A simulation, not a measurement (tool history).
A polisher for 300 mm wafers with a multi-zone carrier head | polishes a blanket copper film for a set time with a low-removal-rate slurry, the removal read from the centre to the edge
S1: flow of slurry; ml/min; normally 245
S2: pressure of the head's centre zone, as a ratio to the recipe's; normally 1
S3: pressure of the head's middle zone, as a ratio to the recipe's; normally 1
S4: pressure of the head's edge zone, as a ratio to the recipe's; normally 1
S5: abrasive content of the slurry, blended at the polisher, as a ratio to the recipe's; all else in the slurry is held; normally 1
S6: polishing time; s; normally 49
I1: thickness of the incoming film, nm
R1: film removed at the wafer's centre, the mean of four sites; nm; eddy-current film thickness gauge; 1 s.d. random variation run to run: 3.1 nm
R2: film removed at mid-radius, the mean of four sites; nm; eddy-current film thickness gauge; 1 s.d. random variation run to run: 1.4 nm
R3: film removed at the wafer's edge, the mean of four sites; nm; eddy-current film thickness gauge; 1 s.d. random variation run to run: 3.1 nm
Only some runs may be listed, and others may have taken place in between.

run     day   S1    S2    S3    S4    S5  S6      I1     R1     R2     R3
  1       0  245  1.07     1     1     1  49  1188.9  204.1  197.3  207.8
      0.429  -- carrier head's membrane replaced by a new one
      1.283  -- worn pad replaced by a new one
  2   2.721  245     1     1     1     1  49  1191.1  194.4  192.1    204
  3   4.517  215     1     1  1.04   0.9  33  1215.5  121.7  125.1  136.4
  4   6.346  175     1  1.07  1.04  0.85  49    1185  180.5  185.8  199.1
  5   8.412  245     1     1     1     1  49  1193.3  186.7  189.2  213.6
  6  10.017  245     1     1     1     1  49    1210  192.4    189    204
  7  12.021  330     1     1     1     1  49  1191.5  194.5  197.1  206.5
  8  14.025  215  1.05     1     1     1  49  1192.8  194.5  188.1  201.2
  9  16.138  245     1     1     1     1  49  1218.3    187  190.7  206.6
     16.783  -- slurry nozzle cleaned, repeated, since the last time left the tool worse
 10  18.242  245  1.05  0.94  0.93     1  34  1216.3  150.7    134  144.7
     19.012  -- centre zone pressure recalibrated
     19.192  -- worn pad replaced by a new one
 11  20.767  245  1.08     1     1     1  49    1209    219  203.5  218.6
 12  22.342  245     1     1     1     1  49  1193.6  204.3  203.6  214.5
      22.65  -- edge zone pressure recalibrated
 13  25.246  245     1     1     1     1  49    1204    205  203.7  213.4
 14  28.117  245     1     1  0.88     1  49  1203.5    205  201.4  203.1
 15  30.304  245  0.95  0.93     1     1  49  1212.8  199.1    192  210.5
 16  31.383  245     1  0.97     1  0.75  64  1204.6  246.4  239.7  260.6
     32.321  -- carrier head's membrane replaced by a new one
 17  32.738  245     1  1.05  0.95   0.9  63  1221.5    253  262.5  266.5
 18  35.325  245     1     1     1     1  58  1212.2  243.5  238.9    253
     37.483  -- worn pad replaced by a new one
 19  38.254  245     1  0.94  1.11     1  49  1180.9  206.5  190.2    224
 20  39.667  245     1  1.12  1.05     1  49  1204.1  200.9  220.9  218.1
 21    40.9  245   1.1     1     1     1  64  1201.5  286.4  260.8  276.9
     42.908  -- slurry nozzle cleaned
 22    47.6  330     1  0.97  1.03     1  34  1181.5  147.1  140.2  152.6

What if the next run were any one of these 3? Each begins from the tool's condition after run 22:
  A  47.617  245   1     1   1   1  49  1200.4   ?   ?   ?
  B  47.617  245   1  1.03   1   1  49  1200.4   ?   ?   ?
  C  47.617  195   1     1   1   1  54  1200.4   ?   ?   ?

run     R1     R2     R3
  A  206.6  201.4  216.9
  B  206.6  206.3  216.9
  C  222.3  217.2  235.3
With the hidden condition removed and each run's random variation left untouched, the same runs would have given:
run     R1     R2     R3
  A  207.6  202.3  217.7
  B  207.7  207.2  217.6
  C  223.6  218.4  236.2

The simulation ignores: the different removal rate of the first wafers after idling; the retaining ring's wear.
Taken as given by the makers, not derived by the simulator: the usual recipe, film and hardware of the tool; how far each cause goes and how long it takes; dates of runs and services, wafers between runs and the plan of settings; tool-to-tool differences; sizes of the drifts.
